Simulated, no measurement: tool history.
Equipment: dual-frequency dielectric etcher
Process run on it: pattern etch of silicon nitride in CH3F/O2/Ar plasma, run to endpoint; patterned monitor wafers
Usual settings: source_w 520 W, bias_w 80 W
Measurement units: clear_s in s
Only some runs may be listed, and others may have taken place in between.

| run | hour | source_w | bias_w | incoming incoming film thickness, nm | clear_s |
|---|---|---|---|---|---|
| 1 | 0 | 420 | 80 | 36.69 | 47.2 |
|  | 55.2 | wet clean of the chamber |
| 2 | 80.5 | 420 | 80 | 36.83 | 46.1 |
| 3 | 135 | 550 | 80 | 36.69 | 42.5 |
| 4 | 242.2 | 550 | 80 | 36.79 | 43.2 |
| 5 | 278.8 | 550 | 80 | 36.99 | 43.6 |
| 6 | 332.5 | 520 | 80 | 36.52 | 44.1 |
| 7 | 403.5 | 520 | 80 | 37.08 | 44.4 |
|  | 443.3 | wet clean of the chamber |
| 8 | 474.3 | 520 | 80 | 36.45 | 43 |
| 9 | 514 | 520 | 80 | 37.02 | 43.7 |
| 10 | 559 | 520 | 80 | 36.94 | 43.9 |
| 11 | 630.4 | 520 | 80 | 36.78 | 43.9 |
| 12 | 680.5 | 520 | 95 | 36.82 | 41.2 |
| 13 | 731.6 | 520 | 95 | 36.8 | 41.5 |
|  | 767.5 | wet clean of the chamber |
| 14 | 793.5 | 570 | 90 | 36.74 | 40.4 |
| 15 | 898.8 | 460 | 68 | 36.45 | 47.9 |
|  | 960.4 | source power generator calibrated |
| 16 | 999.2 | 520 | 80 | 36.79 | 43.7 |
|  | 1041.2 | upper electrode replaced |
| 17 | 1066.8 | 520 | 80 | 36.74 | 44.6 |
|  | 1127.9 | wet clean of the chamber |
| 18 | 1128.4 | 450 | 92 | 36.6 | 42.2 |
| 19 | 1183.2 | 520 | 80 | 36.94 | 43.7 |
| 20 | 1273.9 | 570 | 90 | 36.27 | 40.4 |
|  | 1288.3 | bias power generator calibrated |
| 21 | 1380.7 | 450 | 95 | 36.86 | 43 |
| 22 | 1427.2 | 520 | 80 | 36.91 | 44.3 |
|  | 1503.3 | wet clean of the chamber |
| 23 | 1509.4 | 520 | 90 | 36.9 | 41.5 |
| 24 | 1559 | 490 | 91 | 36.83 | 42.1 |
| 25 | 1633 | 520 | 61 | 36.79 | 48.3 |
| 26 | 1738.9 | 560 | 73 | 36.67 | 44.2 |
| 27 | 1816.2 | 400 | 87 | 36.66 | 46.2 |

Alternative continuations, all from the tool just after run 27; predict every row:
| A | 1816.6 | 520 | 80 | 36.5 | ? |
| B | 1816.6 | 410 | 80 | 36.5 | ? |
| C | 1816.6 | 400 | 86 | 36.5 | ? |
| D | 1816.6 | 410 | 71 | 36.5 | ? |
| E | 1816.6 | 640 | 88 | 36.5 | ? |

| run | clear_s |
|---|---|
| A | 44 |
| B | 47 |
| C | 46.1 |
| D | 49.2 |
| E | 39.9 |
The same runs, with their run-to-run variation unchanged, on a tool lacking any hidden condition would have given:
| run | clear_s |
|---|---|
| A | 43.1 |
| B | 46.1 |
| C | 45.2 |
| D | 48.3 |
| E | 39.1 |
